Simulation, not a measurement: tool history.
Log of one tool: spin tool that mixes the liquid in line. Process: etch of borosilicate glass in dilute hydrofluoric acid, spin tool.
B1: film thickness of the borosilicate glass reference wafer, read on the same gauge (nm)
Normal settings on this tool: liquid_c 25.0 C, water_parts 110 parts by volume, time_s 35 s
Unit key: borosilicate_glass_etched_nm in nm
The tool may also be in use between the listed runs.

Run 1, hour 0.0: usual settings; B1 59.98. Result: borosilicate_glass_etched_nm 12.41 nm.
Run 2, hour 21.0: usual settings; B1 60.00. Result: borosilicate_glass_etched_nm 12.46 nm.
Run 3, hour 114.3: usual settings but water_parts 135 parts by volume, time_s 45 s; B1 59.98. Result: borosilicate_glass_etched_nm 12.59 nm.
Run 4, hour 139.9: usual settings but water_parts 135 parts by volume, time_s 45 s; B1 59.97. Result: borosilicate_glass_etched_nm 12.60 nm.
Run 5, hour 189.5: usual settings; B1 59.98. Result: borosilicate_glass_etched_nm 12.37 nm.
Run 6, hour 223.0: usual settings; B1 60.00. Result: borosilicate_glass_etched_nm 12.47 nm.
Run 7, hour 254.1: usual settings; B1 60.00. Result: borosilicate_glass_etched_nm 12.43 nm.
Run 8, hour 278.4: usual settings; B1 60.01. Result: borosilicate_glass_etched_nm 12.48 nm.
Run 9, hour 312.1: usual settings; B1 59.99. Result: borosilicate_glass_etched_nm 12.44 nm.
Run 10, hour 341.6: usual settings; B1 60.01. Result: borosilicate_glass_etched_nm 12.45 nm.
Run 11, hour 369.7: usual settings; B1 59.97. Result: borosilicate_glass_etched_nm 12.44 nm.
Run 12, hour 383.4: usual settings; B1 60.00. Result: borosilicate_glass_etched_nm 12.46 nm.
Run 13, hour 399.4: usual settings; B1 59.97. Result: borosilicate_glass_etched_nm 12.39 nm.
Run 14, hour 426.6: usual settings but time_s 20 s; B1 59.99. Result: borosilicate_glass_etched_nm 7.09 nm.
At hour 485.1: gauge calibrated.
Run 15, hour 501.3: usual settings; B1 60.03. Result: borosilicate_glass_etched_nm 12.49 nm.
At hour 505.0: hydrofluoric acid flow meter replaced.
Run 16, hour 536.7: usual settings; B1 59.98. Result: borosilicate_glass_etched_nm 11.95 nm.
Run 17, hour 558.6: usual settings; B1 60.03. Result: borosilicate_glass_etched_nm 11.94 nm.
At hour 559.6: thermometer replaced.
Run 18, hour 587.5: usual settings but liquid_c 22.5 C, water_parts 80 parts by volume; B1 60.00. Result: borosilicate_glass_etched_nm 15.48 nm.
Run 19, hour 604.0: usual settings but water_parts 90 parts by volume; B1 60.01. Result: borosilicate_glass_etched_nm 14.96 nm.
Run 20, hour 638.9: usual settings but liquid_c 21.5 C, water_parts 65 parts by volume, time_s 45 s; B1 59.99. Result: borosilicate_glass_etched_nm 23.88 nm.
Run 21, hour 710.0: usual settings; B1 60.04. Result: borosilicate_glass_etched_nm 11.88 nm.
Run 22, hour 724.8: usual settings but liquid_c 20.5 C, water_parts 55 parts by volume; B1 60.00. Result: borosilicate_glass_etched_nm 21.47 nm.
Run 23, hour 742.9: usual settings but water_parts 75 parts by volume; B1 60.01. Result: borosilicate_glass_etched_nm 18.35 nm.
Run 24, hour 773.0: usual settings but liquid_c 29.0 C; B1 59.99. Result: borosilicate_glass_etched_nm 14.05 nm.
Run 25, hour 799.1: usual settings but time_s 15 s; B1 59.99. Result: borosilicate_glass_etched_nm 5.20 nm.
Run 26, hour 830.7: usual settings but liquid_c 27.0 C, water_parts 140 parts by volume, time_s 25 s; B1 60.03. Result: borosilicate_glass_etched_nm 6.98 nm.
Run 27, hour 859.0: usual settings but liquid_c 26.5 C, water_parts 150 parts by volume, time_s 25 s; B1 60.03. Result: borosilicate_glass_etched_nm 6.34 nm.
Run 28, hour 885.8: usual settings but liquid_c 21.5 C, water_parts 125 parts by volume, time_s 15 s; B1 59.99. Result: borosilicate_glass_etched_nm 3.90 nm.
Run 29, hour 899.9: usual settings but liquid_c 20.0 C; B1 59.99. Result: borosilicate_glass_etched_nm 9.82 nm.

4 options for the next run, each taken on its own from the tool as it stands now. Forecast them:
Run A, hour 900.3: usual settings but water_parts 160 parts by volume; B1 ?. Result: borosilicate_glass_etched_nm ?.
Run B, hour 900.3: usual settings but liquid_c 27.5 C, water_parts 70 parts by volume, time_s 20 s; B1 ?. Result: borosilicate_glass_etched_nm ?.
Run C, hour 900.3: usual settings but time_s 40 s; B1 ?. Result: borosilicate_glass_etched_nm ?.
Run D, hour 900.3: usual settings but liquid_c 20.5 C; B1 ?. Result: borosilicate_glass_etched_nm ?.

run     B1  borosilicate_glass_etched_nm
  A  60.03                          7.82
  B  60.03                         12.59
  C  60.03                         13.79
  D  60.03                         10.09
Without the tool's hidden state the same runs would have given:
run  borosilicate_glass_etched_nm
  A                          7.71
  B                         12.43
  C                         13.61
  D                          9.96
